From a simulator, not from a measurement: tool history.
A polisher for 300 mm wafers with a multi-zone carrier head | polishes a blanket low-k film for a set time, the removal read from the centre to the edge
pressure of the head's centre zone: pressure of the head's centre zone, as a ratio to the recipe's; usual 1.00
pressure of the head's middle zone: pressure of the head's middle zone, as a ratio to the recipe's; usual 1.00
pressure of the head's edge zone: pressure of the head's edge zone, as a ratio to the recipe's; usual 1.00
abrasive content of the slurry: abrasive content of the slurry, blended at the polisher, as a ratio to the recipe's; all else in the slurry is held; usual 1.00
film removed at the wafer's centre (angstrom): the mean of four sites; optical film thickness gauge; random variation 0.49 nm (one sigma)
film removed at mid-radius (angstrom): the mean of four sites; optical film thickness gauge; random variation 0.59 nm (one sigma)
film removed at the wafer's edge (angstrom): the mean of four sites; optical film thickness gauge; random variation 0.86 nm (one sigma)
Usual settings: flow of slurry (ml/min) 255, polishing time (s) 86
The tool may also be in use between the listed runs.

run   hour  flow of slurry (ml/min)  pressure of the head's centre zone  pressure of the head's middle zone  pressure of the head's edge zone  abrasive content of the slurry  polishing time (s)  incoming thickness of the incoming film, nm  film removed at the wafer's centre (angstrom)  film removed at mid-radius (angstrom)  film removed at the wafer's edge (angstrom)
  1    0.0                      255                                0.92                                1.00                              1.00                            1.00                  86                                        594.1                                            493                                    537                                          551
  2   17.5                      255                                0.95                                1.00                              1.00                            1.00                  86                                        601.7                                            505                                    548                                          550
  3   30.4                      255                                0.95                                1.00                              1.00                            1.00                  86                                        597.2                                            496                                    535                                          561
  4   46.0                      255                                1.00                                1.00                              1.00                            1.00                  86                                        595.9                                            523                                    524                                          564
  5   61.7                      255                                1.00                                1.00                              1.00                            1.00                  86                                        596.0                                            524                                    520                                          537
  6   79.6                      255                                1.08                                1.00                              1.00                            1.00                  86                                        604.5                                            557                                    527                                          542
      94.8  -- centre zone pressure recalibrated
  7   96.2                      255                                1.03                                1.00                              1.00                            1.00                  86                                        607.4                                            524                                    524                                          538
     102.8  -- worn pad replaced by a new one
  8  108.7                      255                                1.03                                1.00                              1.00                            1.00                  86                                        607.5                                            542                                    546                                          561
  9  115.0                      255                                1.11                                0.96                              0.91                            1.00                  67                                        607.4                                            457                                    408                                          424
 10  128.7                      330                                0.92                                1.00                              0.91                            1.00                  73                                        600.9                                            423                                    467                                          465
 11  143.5                      255                                1.00                                1.00                              1.00                            1.00                  86                                        593.4                                            511                                    517                                          560
     149.4  -- slurry nozzle cleaned
     158.1  -- edge zone pressure recalibrated
     160.8  -- carrier head's membrane replaced by a new one
 12  161.3                      255                                1.00                                1.00                              1.00                            1.00                  86                                        601.5                                            575                                    573                                          574
 13  169.3                      255                                1.00                                0.89                              1.07                            1.00                  86                                        590.7                                            578                                    520                                          588
 14  178.6                      205                                1.00                                1.04                              1.07                            1.00                  64                                        595.5                                            410                                    426                                          442

Forecast run 15:
 15  186.4                      220                                0.91                                1.00                              1.00                            0.85                  57                                        602.2                                              ?                                      ?                                            ?

{"run 15": {"film removed at the wafer's centre (angstrom)": 307, "film removed at mid-radius (angstrom)": 344, "film removed at the wafer's edge (angstrom)": 340}}
Without the tool's hidden state the same run would have given film removed at the wafer's centre (angstrom) 327, film removed at mid-radius (angstrom) 365, film removed at the wafer's edge (angstrom) 360.
